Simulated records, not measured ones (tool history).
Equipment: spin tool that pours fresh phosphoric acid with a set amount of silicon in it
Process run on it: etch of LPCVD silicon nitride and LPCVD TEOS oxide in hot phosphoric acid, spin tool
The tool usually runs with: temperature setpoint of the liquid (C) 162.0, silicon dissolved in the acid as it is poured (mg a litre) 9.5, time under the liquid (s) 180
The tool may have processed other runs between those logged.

run    hour  temperature setpoint of the liquid (C)  silicon dissolved in the acid as it is poured (mg a litre)  time under the liquid (s)  read-back film thickness of the LPCVD silicon nitride reference wafer, read on the same gauge (nm)  read-back film thickness of the LPCVD TEOS oxide reference wafer, read on the same gauge (nm)  thickness taken off the LPCVD silicon nitride on a monitor wafer (angstrom)  thickness taken off the LPCVD TEOS oxide on a monitor wafer (angstrom)
  1     0.0                                   162.0                                                         9.5                        180                                                                                              119.99                                                                                        130.004                                                                        168.6                                                                    4.00
  2    36.2                                   162.0                                                         9.5                        180                                                                                              119.97                                                                                        130.012                                                                        169.9                                                                    3.91
       78.4  -- gauge calibrated
  3   105.8                                   162.0                                                         9.5                        180                                                                                              120.07                                                                                        129.990                                                                        169.5                                                                    3.22
  4   129.9                                   163.0                                                         9.5                        180                                                                                              120.01                                                                                        129.980                                                                        174.9                                                                    4.13
      154.9  -- heated supply line repaired
  5   166.3                                   160.0                                                         9.5                        180                                                                                              119.99                                                                                        129.995                                                                        168.4                                                                    4.37
      188.1  -- thermometer replaced
  6   211.7                                   161.0                                                         3.5                        220                                                                                              120.01                                                                                        129.951                                                                        196.9                                                                    4.40
  7   399.6                                   163.5                                                         9.5                        265                                                                                              120.04                                                                                        129.993                                                                        258.6                                                                    5.70
  8   459.2                                   162.0                                                         9.5                        180                                                                                              120.00                                                                                        130.002                                                                        168.6                                                                    4.16
      490.2  -- dissolved silicon flow meter replaced
  9   525.4                                   164.0                                                        11.5                        105                                                                                              120.02                                                                                        129.971                                                                        103.3                                                                    2.56
 10   558.2                                   162.0                                                        11.5                        180                                                                                              120.02                                                                                        130.019                                                                        165.7                                                                    3.56
 11   585.4                                   162.0                                                         9.5                        180                                                                                              120.00                                                                                        130.001                                                                        169.0                                                                    3.75
 12   652.4                                   162.0                                                         9.5                        180                                                                                              120.00                                                                                        129.957                                                                        167.4                                                                    3.62
 13   715.8                                   162.0                                                         4.5                        180                                                                                              120.03                                                                                        129.999                                                                        166.3                                                                    4.56
 14   745.4                                   162.0                                                         9.5                        150                                                                                              119.93                                                                                        130.008                                                                        138.0                                                                    2.95
 15   788.2                                   160.5                                                         4.5                        150                                                                                              119.98                                                                                        130.011                                                                        133.1                                                                    3.34
 16   817.3                                   162.0                                                         9.5                         75                                                                                              120.00                                                                                        130.002                                                                         70.1                                                                    1.61
 17   861.5                                   162.0                                                         7.5                        105                                                                                              119.97                                                                                        129.981                                                                         96.7                                                                    2.15
 18   900.0                                   160.5                                                         9.5                        140                                                                                              120.03                                                                                        130.000                                                                        122.7                                                                    2.70
 19   981.4                                   160.5                                                        14.0                        150                                                                                              120.00                                                                                        130.018                                                                        132.9                                                                    2.34
 20  1008.7                                   162.0                                                         9.5                        180                                                                                              120.01                                                                                        130.000                                                                        167.1                                                                    3.66
 21  1068.8                                   162.0                                                         9.5                        180                                                                                              119.99                                                                                        130.005                                                                        166.8                                                                    3.89
 22  1137.0                                   162.0                                                        16.0                        100                                                                                              120.01                                                                                        130.023                                                                         92.8                                                                    1.75

How would selected steps in thickness taken off the LPCVD silicon nitride on a monitor wafer (angstrom) from run to run divide? Give the signed amount a tool lacking its hidden state would still show from settings, what came in and random variation, and the signed amount left for the hidden state, including any gauge scatter that is not in both of the compared results.
What the log doesn't record here: liquid hotter than its thermometer reads (K); dissolved silicon flow below the setpoint (%); temperature lost on the way to the wafer (K); gauge reads high (%).
Run 4 -> 5: temperature setpoint of the liquid (C) 163.0 -> 160.0, heated supply line repaired. thickness taken off the LPCVD silicon nitride on a monitor wafer (angstrom) -6.5: hidden state +10.2, all else -16.7.
Run 5 -> 6: temperature setpoint of the liquid (C) 160.0 -> 161.0, silicon dissolved in the acid as it is poured (mg a litre) 9.5 -> 3.5, time under the liquid (s) 180 -> 220, thermometer replaced. thickness taken off the LPCVD silicon nitride on a monitor wafer (angstrom) +28.5: hidden state -11.2, all else +39.7.
Run 7 -> 8: temperature setpoint of the liquid (C) 163.5 -> 162.0, time under the liquid (s) 265 -> 180. thickness taken off the LPCVD silicon nitride on a monitor wafer (angstrom) -90.0: hidden state +0.3, all else -90.3.
Run 21 -> 22: silicon dissolved in the acid as it is poured (mg a litre) 9.5 -> 16.0, time under the liquid (s) 180 -> 100. thickness taken off the LPCVD silicon nitride on a monitor wafer (angstrom) -74.0: hidden state +0.8, all else -74.8.

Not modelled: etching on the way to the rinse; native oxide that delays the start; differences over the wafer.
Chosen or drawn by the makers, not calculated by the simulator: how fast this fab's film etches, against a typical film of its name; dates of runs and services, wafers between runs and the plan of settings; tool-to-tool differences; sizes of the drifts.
